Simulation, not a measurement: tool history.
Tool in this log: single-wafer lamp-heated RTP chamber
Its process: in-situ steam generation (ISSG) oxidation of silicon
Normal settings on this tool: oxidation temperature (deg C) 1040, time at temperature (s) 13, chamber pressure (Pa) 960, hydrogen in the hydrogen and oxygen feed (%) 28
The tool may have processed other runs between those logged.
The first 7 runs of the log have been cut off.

run    hour  oxidation temperature (deg C)  time at temperature (s)  chamber pressure (Pa)  hydrogen in the hydrogen and oxygen feed (%)  read-back reference wafer on the same gauge, thickness  oxide thickness on the monitor wafer (nm)
  8   296.4                           1026                       13                    960                                            28                                                   6.178                                      5.748
  9   360.7                           1040                       13                   1040                                            28                                                   6.178                                      6.138
      560.0  -- pyrometer window cleaned and pyrometer calibrated
 10   560.5                           1040                       13                   1040                                            28                                                   6.180                                      6.109
 11   596.8                           1040                       13                   1040                                            28                                                   6.180                                      6.108
 12   623.6                           1030                       17                    960                                            28                                                   6.179                                      6.644
 13   674.3                           1030                       17                    960                                            28                                                   6.181                                      6.639
 14   710.1                           1024                       10                    960                                            31                                                   6.180                                      5.246
 15   776.9                           1058                       13                    960                                            19                                                   6.183                                      6.047
      840.5  -- pressure gauge zeroed
 16   841.0                           1031                       11                    960                                            21                                                   6.182                                      5.058
 17   891.0                           1040                       13                    960                                            28                                                   6.180                                      6.153
 18   939.7                           1050                       17                    920                                            21                                                   6.179                                      6.833
 19   974.4                           1021                       13                    920                                            32                                                   6.181                                      5.923
     1013.9  -- pyrometer window cleaned and pyrometer calibrated
     1101.1  -- gauge calibrated
 20  1125.7                           1025                       13                    960                                            28                                                   6.180                                      5.754
 21  1186.2                           1040                       13                    960                                            28                                                   6.180                                      6.154
     1254.9  -- hydrogen flow controller replaced
 22  1255.4                           1055                       13                    960                                            23                                                   6.179                                      6.260
 23  1390.4                           1040                       13                    960                                            28                                                   6.184                                      6.166
     1400.5  -- pyrometer window cleaned and pyrometer calibrated
 24  1429.6                           1040                       13                    960                                            28                                                   6.177                                      6.114
 25  1467.7                           1040                       10                    960                                            28                                                   6.182                                      5.409
 26  1509.8                           1040                       17                    960                                            28                                                   6.179                                      6.970
 27  1552.2                           1055                        9                   1107                                            32                                                   6.181                                      5.715
 28  1610.9                           1040                       16                    960                                            28                                                   6.177                                      6.774
 29  1653.1                           1040                       13                    960                                            28                                                   6.180                                      6.154
 30  1685.4                           1056                       16                   1080                                            32                                                   6.180                                      7.657
 31  1734.8                           1040                       13                    960                                            28                                                   6.179                                      6.178
 32  1769.7                           1040                       13                   1120                                            28                                                   6.184                                      6.120

What if the next run were any one of these 3? Each begins from the tool's condition after run 32:
  A  1770.1                           1057                       13                    960                                            28                                                       ?                                          ?
  B  1770.1                           1029                       13                    960                                            32                                                       ?                                          ?
  C  1770.1                           1023                       13                    960                                            21                                                       ?                                          ?

run  read-back reference wafer on the same gauge, thickness  oxide thickness on the monitor wafer (nm)
  A                                                   6.183                                      6.729
  B                                                   6.183                                      6.127
  C                                                   6.183                                      5.303
Without the tool's unlogged condition, the same runs would have read:
run  oxide thickness on the monitor wafer (nm)
  A                                      6.653
  B                                      6.068
  C                                      5.254
